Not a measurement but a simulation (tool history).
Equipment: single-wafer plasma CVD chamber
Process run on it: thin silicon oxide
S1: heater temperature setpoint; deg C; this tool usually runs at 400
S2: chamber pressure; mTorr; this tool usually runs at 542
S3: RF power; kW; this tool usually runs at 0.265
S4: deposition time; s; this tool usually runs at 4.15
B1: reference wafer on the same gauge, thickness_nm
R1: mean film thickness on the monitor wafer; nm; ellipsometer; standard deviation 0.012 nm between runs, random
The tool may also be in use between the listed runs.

run,hour,S1,S2,S3,S4,B1,R1
1,0.0,400,512,0.265,4.15,4.766,4.351
2,17.9,400,512,0.265,4.15,4.770,4.358
3,39.9,400,512,0.265,4.15,4.768,4.342
4,61.7,400,542,0.265,3.88,4.772,4.255
5,88.5,400,542,0.265,3.88,4.773,4.263
6,171.0,400,542,0.265,4.15,4.768,4.534
7,191.6,400,542,0.265,4.15,4.771,4.532
# hour 282.9: RF generator calibrated
# hour 283.0: thermocouple changed; heater temperature recalibrated
8,283.4,400,542,0.265,4.15,4.770,4.664
9,303.2,400,615,0.265,4.15,4.769,5.155
10,338.1,400,542,0.265,4.15,4.769,4.674
# hour 366.7: capacitance manometer re-zeroed and calibrated
11,368.7,396,542,0.265,3.69,4.769,4.422
12,398.3,400,542,0.265,4.15,4.767,4.929
13,452.5,400,542,0.265,4.15,4.769,4.911
14,466.6,400,542,0.265,4.15,4.769,4.905
# hour 481.2: gauge calibrated
15,482.4,400,542,0.265,4.15,4.771,4.896
16,515.2,400,542,0.265,4.78,4.769,5.648
17,530.1,387,615,0.310,3.86,4.769,5.348
18,543.7,405,636,0.265,3.94,4.768,5.275
19,572.4,394,542,0.295,3.80,4.768,4.633
20,586.3,400,542,0.265,4.15,4.771,4.868
21,620.2,400,487,0.265,4.15,4.770,4.478
# hour 643.1: showerhead replaced
22,643.6,400,496,0.265,4.15,4.772,4.529
23,661.6,410,468,0.265,4.15,4.772,4.300
24,720.0,400,542,0.285,4.15,4.770,4.973
25,744.9,411,498,0.265,4.50,4.773,4.866
26,770.3,400,422,0.295,4.97,4.772,4.921
27,797.6,400,542,0.250,4.15,4.766,4.732
28,822.9,400,542,0.265,4.15,4.771,4.780
29,843.7,400,542,0.265,4.15,4.771,4.807
30,867.0,409,542,0.265,4.37,4.771,5.024

How would selected steps in R1 from run to run divide? Give the signed amount a tool lacking its hidden state would still show from settings, what came in and random variation, and the signed amount left for the hidden state, including any gauge scatter that is not in both of the compared results.
Hidden conditions of the tool in this case: wafer temperature above the value expected at the setpoint (K); delivered RF power above the setpoint (%); true pressure above the setpoint (%); gauge reads high (%).
Run 5 -> 6: S4 3.88 -> 4.15. R1 +0.271 nm: hidden state -0.039, all else +0.310.
Run 7 -> 8: RF generator calibrated, thermocouple changed; heater temperature recalibrated. R1 +0.132 nm: hidden state +0.113, all else +0.019.
Run 10 -> 11: S1 400 -> 396, S4 4.15 -> 3.69, capacitance manometer re-zeroed and calibrated. R1 -0.252 nm: hidden state +0.302, all else -0.554.
Run 15 -> 16: S4 4.15 -> 4.78. R1 +0.752 nm: hidden state -0.028, all else +0.780.
Run 18 -> 19: S1 405 -> 394, S2 636 -> 542, S3 0.265 -> 0.295, S4 3.94 -> 3.80. R1 -0.642 nm: hidden state +0.003, all else -0.645.
Run 23 -> 24: S1 410 -> 400, S2 468 -> 542, S3 0.265 -> 0.285. R1 +0.673 nm: hidden state -0.036, all else +0.709.

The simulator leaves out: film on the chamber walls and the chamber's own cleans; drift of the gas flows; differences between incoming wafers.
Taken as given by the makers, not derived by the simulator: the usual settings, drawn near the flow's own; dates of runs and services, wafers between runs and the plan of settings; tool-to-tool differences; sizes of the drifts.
